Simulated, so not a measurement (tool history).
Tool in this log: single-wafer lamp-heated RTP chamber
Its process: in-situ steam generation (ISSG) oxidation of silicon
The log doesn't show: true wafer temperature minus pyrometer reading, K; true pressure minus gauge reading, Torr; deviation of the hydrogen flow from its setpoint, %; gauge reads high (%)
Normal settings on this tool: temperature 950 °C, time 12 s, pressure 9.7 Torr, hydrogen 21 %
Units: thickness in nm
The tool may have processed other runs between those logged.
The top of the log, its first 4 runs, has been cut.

| run | hour | temperature | time | pressure | hydrogen | wafers since the last listed run | wafers since the last pyrometer calibration | hours since the pressure gauge was zeroed | hours since the hydrogen flow controller was replaced | hours since the gauge calibration | read-back reference wafer on the same gauge, thickness | thickness |
|---|---|---|---|---|---|---|---|---|---|---|---|---|
| 5 | 45.9 | 950 | 12 | 9.7 | 21 | 226 | 4900 | 2696.8 | 4361 | 324.6 | 4.396 | 3.841 |
| 6 | 56.5 | 950 | 12 | 9.7 | 21 | 146 | 5047 | 2707.4 | 4371.6 | 335.2 | 4.403 | 3.89 |
| 7 | 64.4 | 950 | 12 | 9.7 | 21 | 109 | 5156 | 2715.3 | 4379.5 | 343.1 | 4.406 | 3.883 |
| 8 | 76.8 | 950 | 12 | 9.7 | 21 | 171 | 5327 | 2727.7 | 4391.9 | 355.5 | 4.402 | 3.902 |
| 9 | 83 | 950 | 12 | 9.7 | 15 | 85 | 5413 | 2733.9 | 4398.1 | 361.7 | 4.401 | 3.606 |
| 10 | 96.3 | 950 | 12 | 9.7 | 15 | 183 | 5597 | 2747.2 | 4411.4 | 375 | 4.401 | 3.601 |
| 11 | 109 | 950 | 12 | 9.7 | 15 | 175 | 5773 | 2759.9 | 4424.1 | 387.7 | 4.401 | 3.626 |
|  | 117.5 | pyrometer window cleaned and pyrometer calibrated |
| 12 | 118 | 950 | 12 | 8.6 | 21 | 13 | 7 | 2768.9 | 4433.1 | 396.7 | 4.405 | 3.872 |
|  | 129.3 | gauge calibrated |
|  | 144.2 | hydrogen flow controller replaced |
| 13 | 159 | 955 | 12 | 9.7 | 21 | 456 | 463 | 2809.9 | 14.8 | 29.7 | 4.394 | 3.889 |
| 14 | 167 | 968 | 12 | 8.9 | 21 | 110 | 574 | 2817.9 | 22.8 | 37.7 | 4.402 | 4.05 |
| 15 | 174 | 960 | 14 | 9.7 | 21 | 96 | 671 | 2824.9 | 29.8 | 44.7 | 4.403 | 4.132 |
| 16 | 182.9 | 936 | 10 | 9.7 | 21 | 123 | 794 | 2833.8 | 38.7 | 53.6 | 4.402 | 3.475 |
| 17 | 189.6 | 944 | 12 | 9.7 | 21 | 92 | 886 | 2840.5 | 45.4 | 60.3 | 4.406 | 3.778 |
| 18 | 204.3 | 940 | 16 | 8.7 | 27 | 203 | 1090 | 2855.2 | 60.1 | 75 | 4.396 | 4.471 |

Run 19 is up next; what results do you expect?
| 19 | 214.1 | 966 | 8 | 8.6 | 21 | 135 | 1225 | 2865 | 69.9 | 84.8 | ? | ? |

Run 19 produced read-back reference wafer on the same gauge, thickness 4.404, thickness 3.445 nm.
With the hidden condition absent and the run-to-run variation left alone, this run would have shown thickness 3.435 nm.
